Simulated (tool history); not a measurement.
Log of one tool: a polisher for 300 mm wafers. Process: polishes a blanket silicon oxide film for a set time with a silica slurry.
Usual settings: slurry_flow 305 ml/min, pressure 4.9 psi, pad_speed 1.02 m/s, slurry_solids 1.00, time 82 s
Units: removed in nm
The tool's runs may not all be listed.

| run | hour | slurry_flow | pressure | pad_speed | slurry_solids | time | wafers since the last listed run | wafers polished on this pad | hours since the slurry nozzle was cleaned | hours since the head pressure was calibrated | hours since the slurry blender was calibrated | hours since the conditioning disc was replaced | incoming thickness of the incoming film, nm | removed |
|---|---|---|---|---|---|---|---|---|---|---|---|---|---|---|
| 1 | 0.0 | 305 | 4.9 | 1.02 | 0.80 | 82 | 0 | 561 | 433.2 | 889.7 | 279.8 | 137.1 | 1195.7 | 204.9 |
| 2 | 11.2 | 305 | 4.9 | 1.02 | 0.80 | 82 | 107 | 668 | 444.4 | 900.9 | 291.0 | 148.3 | 1216.6 | 203.6 |
| 3 | 26.7 | 305 | 4.9 | 1.02 | 0.80 | 82 | 148 | 816 | 459.9 | 916.4 | 306.5 | 163.8 | 1212.4 | 197.1 |
| 4 | 37.2 | 305 | 4.9 | 0.94 | 1.00 | 82 | 100 | 917 | 470.4 | 926.9 | 317.0 | 174.3 | 1207.6 | 214.9 |
| 5 | 51.9 | 305 | 4.9 | 1.02 | 1.00 | 65 | 140 | 1057 | 485.1 | 941.6 | 331.7 | 189.0 | 1201.5 | 176.6 |
| 6 | 66.6 | 305 | 4.9 | 1.02 | 1.00 | 82 | 140 | 1198 | 499.8 | 956.3 | 346.4 | 203.7 | 1201.4 | 225.8 |
|  | 75.5 | worn pad replaced by a new one |
| 7 | 78.8 | 305 | 4.9 | 1.02 | 1.00 | 82 | 78 | 31 | 512.0 | 968.5 | 358.6 | 215.9 | 1211.2 | 211.1 |
|  | 88.8 | head pressure recalibrated |
| 8 | 91.2 | 305 | 4.9 | 1.02 | 1.00 | 82 | 99 | 130 | 524.4 | 2.4 | 371.0 | 228.3 | 1180.5 | 220.3 |
|  | 94.3 | conditioning disc replaced and pad reconditioned |
| 9 | 117.9 | 305 | 4.9 | 1.02 | 0.80 | 82 | 236 | 366 | 551.1 | 29.1 | 397.7 | 23.6 | 1193.5 | 212.1 |
|  | 126.5 | slurry blender recalibrated |
| 10 | 129.5 | 250 | 4.3 | 1.28 | 1.00 | 70 | 91 | 458 | 562.7 | 40.7 | 3.0 | 35.2 | 1212.4 | 274.1 |
|  | 140.6 | slurry nozzle cleaned |
| 11 | 144.5 | 305 | 4.9 | 1.34 | 1.00 | 82 | 133 | 592 | 3.9 | 55.7 | 18.0 | 50.2 | 1193.2 | 357.5 |
| 12 | 151.2 | 305 | 4.9 | 1.02 | 1.00 | 55 | 64 | 656 | 10.6 | 62.4 | 24.7 | 56.9 | 1224.8 | 196.9 |
| 13 | 163.3 | 305 | 5.5 | 1.02 | 0.80 | 82 | 115 | 771 | 22.7 | 74.5 | 36.8 | 69.0 | 1181.3 | 276.1 |
| 14 | 177.5 | 240 | 4.4 | 1.02 | 1.00 | 82 | 135 | 907 | 36.9 | 88.7 | 51.0 | 83.2 | 1202.9 | 256.8 |
| 15 | 184.7 | 305 | 5.4 | 1.02 | 1.00 | 62 | 68 | 976 | 44.1 | 95.9 | 58.2 | 90.4 | 1220.3 | 218.3 |
|  | 192.4 | worn pad replaced by a new one |
| 16 | 193.5 | 305 | 3.3 | 1.02 | 1.00 | 82 | 45 | 10 | 52.9 | 104.7 | 67.0 | 99.2 | 1211.3 | 216.1 |

5 ways to go on from here, each from the tool as it stands after run 16. What would each give?
| A | 193.9 | 305 | 4.9 | 1.28 | 1.00 | 82 | 3 | 14 | 53.3 | 105.1 | 67.4 | 99.6 | 1193.5 | ? |
| B | 193.9 | 305 | 4.9 | 1.02 | 0.85 | 82 | 3 | 14 | 53.3 | 105.1 | 67.4 | 99.6 | 1193.5 | ? |
| C | 193.9 | 215 | 4.9 | 1.18 | 1.10 | 66 | 3 | 14 | 53.3 | 105.1 | 67.4 | 99.6 | 1193.5 | ? |
| D | 193.9 | 210 | 3.4 | 0.92 | 1.15 | 82 | 3 | 14 | 53.3 | 105.1 | 67.4 | 99.6 | 1193.5 | ? |
| E | 193.9 | 270 | 3.8 | 0.72 | 1.00 | 82 | 3 | 14 | 53.3 | 105.1 | 67.4 | 99.6 | 1193.5 | ? |

| run | removed |
|---|---|
| A | 313.8 |
| B | 241.8 |
| C | 245.1 |
| D | 210.4 |
| E | 176.2 |
Without the tool's hidden state the same runs would have given:
| run | removed |
|---|---|
| A | 395.1 |
| B | 301.6 |
| C | 304.3 |
| D | 251.2 |
| E | 210.2 |
